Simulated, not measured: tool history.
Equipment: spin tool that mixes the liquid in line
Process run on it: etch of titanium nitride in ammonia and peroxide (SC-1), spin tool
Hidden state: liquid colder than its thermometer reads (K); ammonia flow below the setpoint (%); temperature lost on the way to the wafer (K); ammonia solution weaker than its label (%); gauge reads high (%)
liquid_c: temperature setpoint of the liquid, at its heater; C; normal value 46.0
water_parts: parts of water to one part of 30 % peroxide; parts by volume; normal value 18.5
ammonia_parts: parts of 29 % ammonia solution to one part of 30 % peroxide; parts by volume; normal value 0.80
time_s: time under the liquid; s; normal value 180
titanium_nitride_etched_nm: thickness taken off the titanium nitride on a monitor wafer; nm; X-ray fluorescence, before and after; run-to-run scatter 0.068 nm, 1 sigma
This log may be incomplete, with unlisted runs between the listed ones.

run,day,liquid_c,water_parts,ammonia_parts,time_s,wafers since the last listed run,hours since the thermometer was replaced,hours since the ammonia flow meter was replaced,hours since the heated supply line was repaired,hours since the drum of ammonia solution was connected,hours since the gauge calibration,"read-back film thickness of the titanium nitride reference wafer, read on the same gauge (nm)",titanium_nitride_etched_nm
1,0.000,46.0,13.5,0.65,180,0,877.2,1793.6,2741.7,575.9,32.7,110.01,13.81
2,12.892,46.0,18.5,0.80,180,3234,1186.6,2103.0,3051.1,885.3,342.1,110.01,12.02
3,14.558,46.0,18.5,0.80,180,418,1226.6,2143.0,3091.1,925.3,382.1,109.99,11.96
4,16.738,46.0,18.5,0.80,180,546,1278.9,2195.3,3143.4,977.6,434.4,109.99,12.00
# day 19.200: new drum of ammonia solution connected
5,20.933,46.0,18.5,0.80,180,1042,1379.6,2296.0,3244.1,41.6,535.1,109.98,12.11
6,22.817,51.0,18.5,0.80,180,472,1424.8,2341.2,3289.3,86.8,580.3,110.00,17.11
7,24.854,51.0,18.5,0.80,180,511,1473.7,2390.1,3338.2,135.7,629.2,110.00,17.03
8,26.396,51.0,18.5,0.80,180,386,1510.7,2427.1,3375.2,172.7,666.2,110.02,16.96
9,28.104,46.0,18.5,0.80,180,428,1551.7,2468.1,3416.2,213.7,707.2,109.98,12.00
# day 29.146: ammonia flow meter replaced
10,31.017,46.0,18.5,0.80,180,720,1621.6,44.9,3486.1,283.6,777.1,110.01,11.93
11,33.542,46.0,18.5,0.80,180,633,1682.2,105.5,3546.7,344.2,837.7,109.99,12.06
12,37.821,46.0,18.5,0.80,180,1073,1784.9,208.2,3649.4,446.9,940.4,110.02,12.05
13,39.821,50.5,18.5,0.90,180,501,1832.9,256.2,3697.4,494.9,988.4,110.02,16.88
# day 40.004: heated supply line repaired
14,42.767,50.0,26.5,0.90,230,728,1903.6,326.9,66.3,565.6,1059.1,110.00,17.01
15,46.754,46.0,18.5,0.80,180,1000,1999.3,422.6,162.0,661.3,1154.8,109.99,11.97
# day 54.650: gauge calibrated
# day 55.292: new drum of ammonia solution connected
16,56.142,51.0,18.5,1.05,180,2344,2224.6,647.9,387.3,20.4,35.8,110.00,17.98
# day 58.954: thermometer replaced
17,58.975,55.0,18.5,1.00,180,700,0.5,715.9,455.3,88.4,103.8,109.97,23.53
18,63.446,46.0,24.5,0.80,180,1121,107.8,823.2,562.6,195.7,211.1,110.00,10.40
19,66.712,46.0,18.5,0.60,180,819,186.2,901.6,641.0,274.1,289.5,110.01,11.58
20,70.350,46.0,18.5,0.80,95,912,273.5,988.9,728.3,361.4,376.8,109.99,6.36
21,74.446,49.0,24.0,0.80,180,1027,371.8,1087.2,826.6,459.7,475.1,110.00,12.92
22,78.371,46.0,18.5,0.80,180,984,466.0,1181.4,920.8,553.9,569.3,110.00,12.05
23,81.617,41.0,18.5,0.55,95,814,543.9,1259.3,998.7,631.8,647.2,110.00,4.16

Forecast each of these 3 alternatives for the next run:
A,81.638,39.5,18.5,0.80,180,5,544.4,1259.8,999.2,632.3,647.7,?,?
B,81.638,46.0,18.5,0.80,220,5,544.4,1259.8,999.2,632.3,647.7,?,?
C,81.638,49.0,21.5,0.95,180,5,544.4,1259.8,999.2,632.3,647.7,?,?

run,"read-back film thickness of the titanium nitride reference wafer, read on the same gauge (nm)",titanium_nitride_etched_nm
A,109.99,7.43
B,109.99,14.58
C,109.99,14.01
Stripped of hidden state, with their random variation kept, the same runs would have yielded:
run,titanium_nitride_etched_nm
A,7.43
B,14.58
C,14.01

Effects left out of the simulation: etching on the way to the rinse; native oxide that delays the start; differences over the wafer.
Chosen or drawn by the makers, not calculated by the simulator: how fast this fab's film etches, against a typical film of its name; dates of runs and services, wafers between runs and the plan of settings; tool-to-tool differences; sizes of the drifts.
